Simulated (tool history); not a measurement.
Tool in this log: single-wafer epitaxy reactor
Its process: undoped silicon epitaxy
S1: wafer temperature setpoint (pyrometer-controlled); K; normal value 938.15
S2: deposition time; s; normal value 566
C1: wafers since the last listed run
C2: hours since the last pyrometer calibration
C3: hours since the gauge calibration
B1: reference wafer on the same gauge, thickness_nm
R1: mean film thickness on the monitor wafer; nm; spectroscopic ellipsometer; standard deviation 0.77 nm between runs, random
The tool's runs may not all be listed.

run    hour      S1   S2   C1      C2      C3       B1       R1
  1     0.0  938.15  566    0   144.0   724.6  135.989  140.412
  2    37.7  938.15  566   98   181.7   762.3  136.085  141.641
  3   104.9  938.15  566  175   248.9   829.5  136.057  139.997
  4   158.1  938.15  566  139   302.1   882.7  136.058  141.903
  5   219.9  938.15  566  161   363.9   944.5  136.161  142.163
  6   287.7  938.15  566  177   431.7  1012.3  136.094  140.267
  7   394.3  948.15  566  278   538.3  1118.9  135.920  169.664
  8   423.9  948.15  566   77   567.9  1148.5  135.932  168.081
  9   481.6  938.15  566  150   625.6  1206.2  136.209  141.111
 10   512.8  934.15  566   81   656.8  1237.4  136.075  131.715
 11   566.4  934.15  566  140   710.4  1291.0  135.880  129.825
 12   613.2  934.15  566  122   757.2  1337.8  136.138  129.294
 13   659.3  938.15  566  120   803.3  1383.9  136.118  139.430
      702.7  -- gauge calibrated
 14   800.7  938.15  566  369   944.7    98.0  135.982  140.486
 15   866.6  938.15  489  172  1010.6   163.9  136.040  120.697
 16   891.7  938.15  489   65  1035.7   189.0  136.013  119.671
 17   948.8  938.15  489  149  1092.8   246.1  135.978  118.335
 18   986.9  930.15  566   99  1130.9   284.2  135.935  118.340
 19  1042.7  926.15  528  145  1186.7   340.0  136.079  102.736
 20  1077.3  938.15  637   90  1221.3   374.6  136.121  155.775
 21  1120.9  948.15  493  114  1264.9   418.2  135.933  145.869

Estimate the outcome of run 22 from the log above:
 22  1169.0  952.15  597  125  1313.0  466.3   ?   ?

Logged for run 22: B1 136.192, R1 187.318 nm.
Without the tool's hidden state the same run would have given R1 192.804 nm.
